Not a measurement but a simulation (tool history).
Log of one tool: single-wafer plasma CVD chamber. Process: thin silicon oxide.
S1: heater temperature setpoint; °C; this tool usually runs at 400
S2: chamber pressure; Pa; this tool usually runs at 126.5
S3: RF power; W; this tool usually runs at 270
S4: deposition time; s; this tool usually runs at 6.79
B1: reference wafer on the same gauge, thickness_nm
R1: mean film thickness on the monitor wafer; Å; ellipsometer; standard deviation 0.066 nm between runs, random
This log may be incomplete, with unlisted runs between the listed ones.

{"run": 1, "hour": 0.0, "S1": 400, "S2": 126.5, "S3": 270, "S4": 6.79, "B1": 11.498, "R1": 135.09}
{"run": 2, "hour": 28.5, "S1": 400, "S2": 126.5, "S3": 270, "S4": 6.79, "B1": 11.505, "R1": 136.1}
{"run": 3, "hour": 61.0, "S1": 400, "S2": 126.5, "S3": 270, "S4": 6.79, "B1": 11.508, "R1": 134.36}
{"hour": 66.1, "done": "gauge calibrated"}
{"run": 4, "hour": 128.1, "S1": 400, "S2": 116.5, "S3": 270, "S4": 6.79, "B1": 11.493, "R1": 124.83}
{"run": 5, "hour": 176.4, "S1": 390, "S2": 106.4, "S3": 285, "S4": 7.42, "B1": 11.478, "R1": 129.9}
{"run": 6, "hour": 224.2, "S1": 391, "S2": 104.4, "S3": 240, "S4": 7.35, "B1": 11.512, "R1": 115.75}
{"hour": 249.3, "done": "thermocouple changed; heater temperature recalibrated"}
{"run": 7, "hour": 249.8, "S1": 400, "S2": 126.5, "S3": 270, "S4": 6.79, "B1": 11.481, "R1": 136.59}
{"run": 8, "hour": 302.7, "S1": 388, "S2": 126.5, "S3": 305, "S4": 6.79, "B1": 11.49, "R1": 144.02}
{"run": 9, "hour": 332.6, "S1": 400, "S2": 126.5, "S3": 270, "S4": 7.57, "B1": 11.48, "R1": 150.67}
{"run": 10, "hour": 400.7, "S1": 391, "S2": 104.4, "S3": 240, "S4": 7.35, "B1": 11.53, "R1": 116}
{"run": 11, "hour": 435.3, "S1": 408, "S2": 126.5, "S3": 285, "S4": 6.39, "B1": 11.508, "R1": 130.32}
{"run": 12, "hour": 476.0, "S1": 400, "S2": 126.5, "S3": 270, "S4": 6.79, "B1": 11.505, "R1": 136.52}
{"run": 13, "hour": 520.4, "S1": 391, "S2": 126.5, "S3": 245, "S4": 6.79, "B1": 11.489, "R1": 130.24}
{"run": 14, "hour": 612.0, "S1": 400, "S2": 126.5, "S3": 270, "S4": 6.79, "B1": 11.489, "R1": 137.38}
{"run": 15, "hour": 647.6, "S1": 400, "S2": 126.5, "S3": 270, "S4": 6.79, "B1": 11.529, "R1": 135.53}
{"run": 16, "hour": 718.0, "S1": 400, "S2": 126.5, "S3": 270, "S4": 6.79, "B1": 11.52, "R1": 136.32}
{"run": 17, "hour": 762.3, "S1": 400, "S2": 126.5, "S3": 270, "S4": 6.79, "B1": 11.497, "R1": 135.07}
{"hour": 787.3, "done": "showerhead replaced"}
{"run": 18, "hour": 807.3, "S1": 400, "S2": 147.9, "S3": 270, "S4": 5.73, "B1": 11.479, "R1": 127.2}
{"run": 19, "hour": 857.1, "S1": 387, "S2": 116, "S3": 320, "S4": 6.43, "B1": 11.504, "R1": 128.34}
{"run": 20, "hour": 902.3, "S1": 400, "S2": 126.5, "S3": 270, "S4": 6.79, "B1": 11.48, "R1": 135.64}
{"run": 21, "hour": 935.9, "S1": 409, "S2": 126.5, "S3": 270, "S4": 5.47, "B1": 11.481, "R1": 109.71}
{"run": 22, "hour": 981.7, "S1": 400, "S2": 126.5, "S3": 270, "S4": 6.79, "B1": 11.525, "R1": 134.93}
{"hour": 1007.2, "done": "capacitance manometer re-zeroed and calibrated"}
{"run": 23, "hour": 1019.1, "S1": 400, "S2": 136.7, "S3": 270, "S4": 7.54, "B1": 11.482, "R1": 159.32}
{"run": 24, "hour": 1070.3, "S1": 395, "S2": 108.5, "S3": 250, "S4": 6.79, "B1": 11.508, "R1": 113.2}
{"run": 25, "hour": 1107.0, "S1": 400, "S2": 126.5, "S3": 270, "S4": 6.33, "B1": 11.496, "R1": 126.22}
{"run": 26, "hour": 1159.9, "S1": 412, "S2": 155.6, "S3": 270, "S4": 6.33, "B1": 11.499, "R1": 146.77}
{"run": 27, "hour": 1214.0, "S1": 400, "S2": 126.5, "S3": 235, "S4": 6.79, "B1": 11.503, "R1": 126.94}
{"run": 28, "hour": 1263.5, "S1": 400, "S2": 126.5, "S3": 270, "S4": 6.79, "B1": 11.512, "R1": 136.01}

Give the tool's hidden conditions for every run:
wafer temperature above the value expected at the setpoint (K): 0, the same for each run
delivered RF power above the setpoint (%): 0, the same for each run
true pressure above the setpoint (%): 0, the same for each run
gauge reads high (%): 0, the same for each run
